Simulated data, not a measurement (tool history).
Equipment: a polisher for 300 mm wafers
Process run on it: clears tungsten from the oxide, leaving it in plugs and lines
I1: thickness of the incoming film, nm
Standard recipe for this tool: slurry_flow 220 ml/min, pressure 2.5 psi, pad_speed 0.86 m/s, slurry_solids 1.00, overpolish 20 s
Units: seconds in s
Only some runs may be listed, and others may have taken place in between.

run 1 hour=0.0 | slurry_flow=220 pressure=2.5 pad_speed=0.86 slurry_solids=1.00 overpolish=20 | I1=307.9 | seconds=119.4
run 2 hour=20.6 | slurry_flow=220 pressure=2.5 pad_speed=0.86 slurry_solids=0.75 overpolish=20 | I1=312.3 | seconds=132.6
run 3 hour=45.7 | slurry_flow=220 pressure=2.5 pad_speed=0.86 slurry_solids=0.75 overpolish=20 | I1=314.0 | seconds=141.0
-- hour=58.7 slurry tank refilled with fresh slurry and peroxide
run 4 hour=76.0 | slurry_flow=220 pressure=3.2 pad_speed=0.60 slurry_solids=1.00 overpolish=20 | I1=314.2 | seconds=135.5
run 5 hour=100.6 | slurry_flow=220 pressure=3.0 pad_speed=0.86 slurry_solids=1.00 overpolish=20 | I1=312.2 | seconds=100.3
run 6 hour=118.2 | slurry_flow=150 pressure=1.7 pad_speed=0.86 slurry_solids=1.00 overpolish=20 | I1=313.1 | seconds=167.6
run 7 hour=139.3 | slurry_flow=220 pressure=2.5 pad_speed=0.86 slurry_solids=1.00 overpolish=20 | I1=317.7 | seconds=119.3
run 8 hour=171.4 | slurry_flow=220 pressure=2.5 pad_speed=0.96 slurry_solids=1.15 overpolish=20 | I1=318.0 | seconds=107.6
run 9 hour=189.4 | slurry_flow=220 pressure=2.5 pad_speed=0.86 slurry_solids=1.00 overpolish=20 | I1=314.2 | seconds=121.2
run 10 hour=214.8 | slurry_flow=220 pressure=2.5 pad_speed=0.86 slurry_solids=1.00 overpolish=15 | I1=315.5 | seconds=125.6
-- hour=219.0 slurry blender recalibrated
-- hour=224.4 worn pad replaced by a new one
run 11 hour=228.9 | slurry_flow=155 pressure=2.5 pad_speed=1.14 slurry_solids=1.00 overpolish=9 | I1=312.7 | seconds=92.3
run 12 hour=257.6 | slurry_flow=290 pressure=2.5 pad_speed=0.86 slurry_solids=1.00 overpolish=16 | I1=318.9 | seconds=121.0
-- hour=259.5 slurry tank refilled with fresh slurry and peroxide
run 13 hour=289.2 | slurry_flow=220 pressure=1.8 pad_speed=0.86 slurry_solids=0.70 overpolish=15 | I1=317.0 | seconds=161.4
run 14 hour=312.8 | slurry_flow=220 pressure=2.5 pad_speed=0.86 slurry_solids=1.00 overpolish=20 | I1=308.4 | seconds=112.3
run 15 hour=372.0 | slurry_flow=185 pressure=2.5 pad_speed=0.86 slurry_solids=1.00 overpolish=14 | I1=311.7 | seconds=123.5
run 16 hour=391.9 | slurry_flow=265 pressure=2.5 pad_speed=0.58 slurry_solids=0.85 overpolish=20 | I1=311.1 | seconds=182.6
-- hour=419.9 slurry blender recalibrated
run 17 hour=420.4 | slurry_flow=145 pressure=2.5 pad_speed=0.86 slurry_solids=1.00 overpolish=20 | I1=317.6 | seconds=138.2
run 18 hour=432.8 | slurry_flow=280 pressure=2.5 pad_speed=0.86 slurry_solids=1.20 overpolish=26 | I1=318.7 | seconds=117.0
run 19 hour=444.9 | slurry_flow=220 pressure=2.5 pad_speed=0.86 slurry_solids=1.00 overpolish=28 | I1=317.4 | seconds=128.3
run 20 hour=456.9 | slurry_flow=220 pressure=2.5 pad_speed=0.86 slurry_solids=1.00 overpolish=20 | I1=313.8 | seconds=129.8
-- hour=464.4 worn pad replaced by a new one
-- hour=471.4 slurry tank refilled with fresh slurry and peroxide
run 21 hour=491.4 | slurry_flow=280 pressure=2.5 pad_speed=0.60 slurry_solids=1.00 overpolish=31 | I1=317.1 | seconds=158.4
run 22 hour=507.1 | slurry_flow=220 pressure=2.5 pad_speed=0.86 slurry_solids=1.00 overpolish=12 | I1=313.7 | seconds=110.3
run 23 hour=539.2 | slurry_flow=275 pressure=1.9 pad_speed=0.66 slurry_solids=1.00 overpolish=20 | I1=319.0 | seconds=181.0
run 24 hour=554.6 | slurry_flow=170 pressure=2.1 pad_speed=0.96 slurry_solids=0.75 overpolish=20 | I1=314.4 | seconds=131.9
run 25 hour=587.4 | slurry_flow=220 pressure=2.5 pad_speed=0.86 slurry_solids=1.00 overpolish=20 | I1=314.3 | seconds=119.5
-- hour=593.3 head pressure recalibrated
-- hour=608.4 slurry nozzle cleaned
run 26 hour=620.0 | slurry_flow=220 pressure=2.5 pad_speed=0.86 slurry_solids=1.00 overpolish=20 | I1=316.2 | seconds=123.8

4 options for the next run, each taken on its own from the tool as it stands now. Forecast them:
run A hour=620.5 | slurry_flow=220 pressure=3.1 pad_speed=0.86 slurry_solids=1.00 overpolish=20 | I1=315.3 | seconds=?
run B hour=620.5 | slurry_flow=220 pressure=2.5 pad_speed=0.86 slurry_solids=1.25 overpolish=27 | I1=315.3 | seconds=?
run C hour=620.5 | slurry_flow=285 pressure=2.5 pad_speed=0.86 slurry_solids=1.00 overpolish=12 | I1=315.3 | seconds=?
run D hour=620.5 | slurry_flow=220 pressure=1.7 pad_speed=0.86 slurry_solids=1.25 overpolish=20 | I1=315.3 | seconds=?

run=A seconds=107.7
run=B seconds=119.5
run=C seconds=123.4
run=D seconds=157.2
Take away the tool's hidden state, keep each run's random variation, and the runs would have read:
run=A seconds=93.6
run=B seconds=103.8
run=C seconds=107.2
run=D seconds=136.5
